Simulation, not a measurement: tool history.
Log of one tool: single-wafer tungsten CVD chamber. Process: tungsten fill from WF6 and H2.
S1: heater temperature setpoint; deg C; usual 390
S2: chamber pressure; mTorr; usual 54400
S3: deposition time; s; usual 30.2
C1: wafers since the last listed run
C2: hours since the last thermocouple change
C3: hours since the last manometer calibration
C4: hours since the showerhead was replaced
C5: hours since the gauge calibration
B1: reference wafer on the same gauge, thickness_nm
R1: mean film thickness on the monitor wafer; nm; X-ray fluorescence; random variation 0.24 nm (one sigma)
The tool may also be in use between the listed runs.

run   hour   S1     S2    S3   C1      C2      C3      C4     C5      B1       R1
  1      0  390  54400  30.2    0  1672.9    1932  4976.2   25.3  95.181   78.355
  2   11.8  390  54400  30.2  308  1684.7  1943.8    4988   37.1  95.203   78.404
  3   19.1  390  54400  30.2  190    1692  1951.1  4995.3   44.4  95.221   78.198
  4     31  390  54400  30.2  311  1703.9    1963  5007.2   56.3  95.251   77.871
  5   42.5  390  54400  30.2  300  1715.4  1974.5  5018.7   67.8    95.2   77.789
      62.2  -- showerhead replaced
  6   62.7  390  54400  30.2  319  1735.6  1994.7     0.5     88  95.206   77.253
  7   64.2  390  54400  30.2   39  1737.1  1996.2       2   89.5  95.232   77.756
      78.2  -- thermocouple changed; heater temperature recalibrated
  8  109.4  396  54400  25.1  972    31.2  2041.4    47.2  134.7  95.185    82.74
     117.5  -- gauge calibrated
     131.4  -- capacitance manometer re-zeroed and calibrated
  9  131.9  390  58700  30.2  379    53.7     0.5    69.7   14.4  95.216   90.234
 10  134.9  395  67000  32.7   78    56.7     3.5    72.7   17.4  95.165  114.103
 11  142.7  385  45400  25.5  204    64.5    11.3    80.5   25.2  95.252   61.757
 12  150.1  395  67000  32.7  193    71.9    18.7    87.9   32.6  95.211  113.782
 13  161.2  399  46900  30.2  290      83    29.8      99   43.7  95.191  100.648
 14  183.7  378  54400  30.2  588   105.5    52.3   121.5   66.2  95.156   66.241

Forecast each of these 5 alternatives for the next run:
  A  184.1  390  54400  32.5  10  105.9  52.7  121.9  66.6   ?   ?
  B  184.1  401  54400  35.2  10  105.9  52.7  121.9  66.6   ?   ?
  C  184.1  390  42500  30.2  10  105.9  52.7  121.9  66.6   ?   ?
  D  184.1  384  54400  26.1  10  105.9  52.7  121.9  66.6   ?   ?
  E  184.1  397  54400  30.2  10  105.9  52.7  121.9  66.6   ?   ?

run      B1       R1
  A  95.202   94.104
  B  95.202  128.712
  C  95.202   80.115
  D  95.202   65.979
  E  95.202  101.617
Without the tool's hidden state the same runs would have given:
run      R1
  A  93.756
  B  128.27
  C  79.819
  D  65.724
  E  101.25

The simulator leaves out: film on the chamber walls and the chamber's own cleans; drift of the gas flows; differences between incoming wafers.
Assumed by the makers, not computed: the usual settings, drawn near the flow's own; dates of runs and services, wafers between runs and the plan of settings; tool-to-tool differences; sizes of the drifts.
